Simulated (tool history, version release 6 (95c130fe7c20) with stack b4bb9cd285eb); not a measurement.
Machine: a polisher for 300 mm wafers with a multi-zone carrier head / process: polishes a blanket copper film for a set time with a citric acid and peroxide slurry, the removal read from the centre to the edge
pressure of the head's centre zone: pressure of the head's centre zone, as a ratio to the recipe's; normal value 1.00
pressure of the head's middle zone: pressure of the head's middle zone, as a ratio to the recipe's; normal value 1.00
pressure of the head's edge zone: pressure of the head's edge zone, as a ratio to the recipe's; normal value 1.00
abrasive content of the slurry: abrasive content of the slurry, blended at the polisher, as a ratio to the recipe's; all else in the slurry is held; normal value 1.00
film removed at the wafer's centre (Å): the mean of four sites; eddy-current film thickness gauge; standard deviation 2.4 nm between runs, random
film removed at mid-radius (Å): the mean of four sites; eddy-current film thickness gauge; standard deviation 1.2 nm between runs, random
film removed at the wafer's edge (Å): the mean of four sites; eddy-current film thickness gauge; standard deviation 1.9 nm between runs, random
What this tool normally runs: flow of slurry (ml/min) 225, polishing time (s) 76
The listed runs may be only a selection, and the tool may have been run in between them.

| run | hour | flow of slurry (ml/min) | pressure of the head's centre zone | pressure of the head's middle zone | pressure of the head's edge zone | abrasive content of the slurry | polishing time (s) | incoming thickness of the incoming film, nm | film removed at the wafer's centre (Å) | film removed at mid-radius (Å) | film removed at the wafer's edge (Å) |
|---|---|---|---|---|---|---|---|---|---|---|---|
| 1 | 0.0 | 225 | 1.00 | 1.00 | 1.00 | 1.00 | 76 | 1065.5 | 1940 | 1969 | 2001 |
| 2 | 12.9 | 225 | 1.00 | 1.00 | 1.00 | 1.00 | 76 | 1050.5 | 1930 | 1961 | 1976 |
| 3 | 34.8 | 225 | 1.00 | 1.00 | 1.03 | 1.00 | 76 | 1045.6 | 1919 | 1956 | 2048 |
|  | 85.3 | worn pad replaced by a new one |
| 4 | 109.1 | 225 | 1.00 | 1.00 | 1.03 | 1.00 | 76 | 1075.3 | 1910 | 1942 | 2011 |
| 5 | 131.8 | 225 | 1.00 | 1.00 | 1.03 | 1.00 | 76 | 1052.8 | 1923 | 1932 | 2012 |
| 6 | 156.5 | 210 | 1.07 | 1.00 | 1.00 | 1.00 | 76 | 1061.0 | 2033 | 1923 | 1964 |
| 7 | 177.3 | 210 | 1.07 | 1.00 | 1.00 | 1.00 | 76 | 1062.5 | 2058 | 1913 | 1993 |
|  | 193.0 | worn pad replaced by a new one |
|  | 226.6 | centre zone pressure recalibrated |
| 8 | 243.2 | 190 | 1.00 | 1.00 | 1.00 | 1.20 | 76 | 1078.6 | 1947 | 1980 | 2033 |
| 9 | 264.7 | 225 | 1.00 | 1.00 | 1.00 | 1.25 | 76 | 1052.0 | 1991 | 2037 | 2090 |
|  | 294.6 | worn pad replaced by a new one |
| 10 | 296.9 | 190 | 1.00 | 1.00 | 1.00 | 1.20 | 76 | 1063.5 | 1898 | 1948 | 2018 |
| 11 | 313.2 | 255 | 1.00 | 0.92 | 1.00 | 1.00 | 51 | 1056.6 | 1286 | 1211 | 1321 |
|  | 331.5 | edge zone pressure recalibrated |
| 12 | 332.0 | 225 | 1.00 | 1.00 | 1.00 | 1.00 | 76 | 1054.7 | 1853 | 1901 | 1942 |
|  | 338.6 | carrier head's membrane replaced by a new one |
| 13 | 354.7 | 225 | 0.96 | 1.00 | 1.04 | 0.90 | 85 | 1056.2 | 1913 | 2040 | 2128 |
|  | 412.6 | slurry nozzle cleaned |
|  | 419.6 | worn pad replaced by a new one |
| 14 | 420.1 | 225 | 1.00 | 1.00 | 1.00 | 1.00 | 88 | 1072.9 | 2241 | 2261 | 2287 |
| 15 | 442.2 | 225 | 0.92 | 1.00 | 1.00 | 1.00 | 76 | 1060.7 | 1755 | 1962 | 1992 |
| 16 | 461.6 | 225 | 1.00 | 1.00 | 1.00 | 1.00 | 76 | 1055.1 | 1934 | 1946 | 1944 |
| 17 | 493.2 | 225 | 0.96 | 1.00 | 1.04 | 0.90 | 85 | 1041.1 | 2025 | 2110 | 2181 |

Run 18, settings as shown, results not yet in. Your forecast:
| 18 | 512.7 | 170 | 1.00 | 1.00 | 1.00 | 1.25 | 50 | 1061.3 | ? | ? | ? |

film removed at the wafer's centre (Å): 1271
film removed at mid-radius (Å): 1317
film removed at the wafer's edge (Å): 1341
Without the tool's hidden state the same run would have given film removed at the wafer's centre (Å) 1279, film removed at mid-radius (Å) 1324, film removed at the wafer's edge (Å) 1346.
